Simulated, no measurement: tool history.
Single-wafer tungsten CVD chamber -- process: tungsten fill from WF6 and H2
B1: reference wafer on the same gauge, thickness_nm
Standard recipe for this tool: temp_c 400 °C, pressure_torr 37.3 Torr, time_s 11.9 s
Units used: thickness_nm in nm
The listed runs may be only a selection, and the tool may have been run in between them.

Run 1, hour 0: usual settings; B1 43.586. Result: thickness_nm 40.108 nm.
Run 2, hour 38.7: usual settings; B1 43.628. Result: thickness_nm 40.012 nm.
Run 3, hour 55.3: usual settings but pressure_torr 35.3 Torr; B1 43.561. Result: thickness_nm 39.474 nm.
Run 4, hour 98.7: usual settings but pressure_torr 35.3 Torr; B1 43.563. Result: thickness_nm 39.422 nm.
Run 5, hour 103.1: usual settings; B1 43.609. Result: thickness_nm 40.244 nm.
Run 6, hour 119: usual settings; B1 43.611. Result: thickness_nm 40.541 nm.
Run 7, hour 135.2: usual settings; B1 43.61. Result: thickness_nm 40.176 nm.
Run 8, hour 153.4: usual settings; B1 43.609. Result: thickness_nm 40.599 nm.
Run 9, hour 187.3: usual settings; B1 43.592. Result: thickness_nm 40.816 nm.
Run 10, hour 201.2: usual settings; B1 43.592. Result: thickness_nm 40.855 nm.
Run 11, hour 222.3: usual settings but time_s 11.1 s; B1 43.608. Result: thickness_nm 37.884 nm.
Run 12, hour 251.3: usual settings but pressure_torr 34.1 Torr; B1 43.636. Result: thickness_nm 39.25 nm.
Run 13, hour 271.3: usual settings but pressure_torr 31.5 Torr; B1 43.6. Result: thickness_nm 38.057 nm.
Run 14, hour 294.6: usual settings; B1 43.627. Result: thickness_nm 40.958 nm.
Run 15, hour 323.9: usual settings; B1 43.634. Result: thickness_nm 40.844 nm.
Run 16, hour 358.7: usual settings; B1 43.627. Result: thickness_nm 41.081 nm.
Run 17, hour 377.1: usual settings but temp_c 404 °C, pressure_torr 31.3 Torr, time_s 10.2 s; B1 43.586. Result: thickness_nm 35.63 nm.
Run 18, hour 412.6: usual settings; B1 43.59. Result: thickness_nm 41.238 nm.
Run 19, hour 428.1: usual settings but time_s 13.2 s; B1 43.577. Result: thickness_nm 45.626 nm.
Run 20, hour 444.7: usual settings but pressure_torr 31.8 Torr; B1 43.553. Result: thickness_nm 38.746 nm.
Run 21, hour 464.3: usual settings but temp_c 395 °C, time_s 9.7 s; B1 43.581. Result: thickness_nm 30.472 nm.
Run 22, hour 508.1: usual settings; B1 43.652. Result: thickness_nm 36.709 nm.
Run 23, hour 530.2: usual settings but temp_c 414 °C; B1 43.593. Result: thickness_nm 48.687 nm.
Run 24, hour 549.7: usual settings but temp_c 411 °C, pressure_torr 31.2 Torr, time_s 11.1 s; B1 43.607. Result: thickness_nm 39.561 nm.
Run 25, hour 581.1: usual settings; B1 43.61. Result: thickness_nm 36.927 nm.
Run 26, hour 602.1: usual settings but temp_c 387 °C, pressure_torr 43.4 Torr, time_s 10.9 s; B1 43.606. Result: thickness_nm 27.175 nm.
Run 27, hour 622.4: usual settings but pressure_torr 28.1 Torr, time_s 10.9 s; B1 43.614. Result: thickness_nm 30.322 nm.
Run 28, hour 635.8: usual settings but temp_c 391 °C; B1 43.575. Result: thickness_nm 30.243 nm.
Run 29, hour 653.2: usual settings but temp_c 409 °C; B1 43.601. Result: thickness_nm 44.004 nm.
Run 30, hour 675.7: usual settings; B1 43.606. Result: thickness_nm 36.895 nm.
Run 31, hour 696.9: usual settings but temp_c 411 °C, pressure_torr 31.2 Torr, time_s 11.1 s; B1 43.631. Result: thickness_nm 39.871 nm.
Run 32, hour 767: usual settings but pressure_torr 34.8 Torr; B1 43.568. Result: thickness_nm 36.157 nm.
Run 33, hour 785.9: usual settings but temp_c 393 °C, pressure_torr 31.8 Torr; B1 43.617. Result: thickness_nm 30.098 nm.
Run 34, hour 808.7: usual settings but temp_c 411 °C, pressure_torr 41.7 Torr; B1 43.57. Result: thickness_nm 48.533 nm.

Put back what was entered between runs (4 entries, withheld): which listed runs does each sit between, and how does the hidden state differ from the listed run before to the listed run after?
From run 3 to run 4: capacitance manometer re-zeroed and calibrated (hour 95.2); showerhead replaced, of another model than before (hour 98.2)
  wafer temperature above the value expected at the setpoint (K): 3.79 -> 3.95
  measured less the result without the state, thickness_nm: +2.884 -> +2.999 nm
From run 17 to run 18: gauge calibrated (hour 393.8)
  wafer temperature above the value expected at the setpoint (K): 5.08 -> 5.23
  measured less the result without the state, thickness_nm: +3.388 -> +4.093 nm
From run 21 to run 22: thermocouple changed; heater temperature recalibrated (hour 507.6)
  wafer temperature above the value expected at the setpoint (K): 5.46 -> -0.13
  measured less the result without the state, thickness_nm: +3.302 -> -0.099 nm
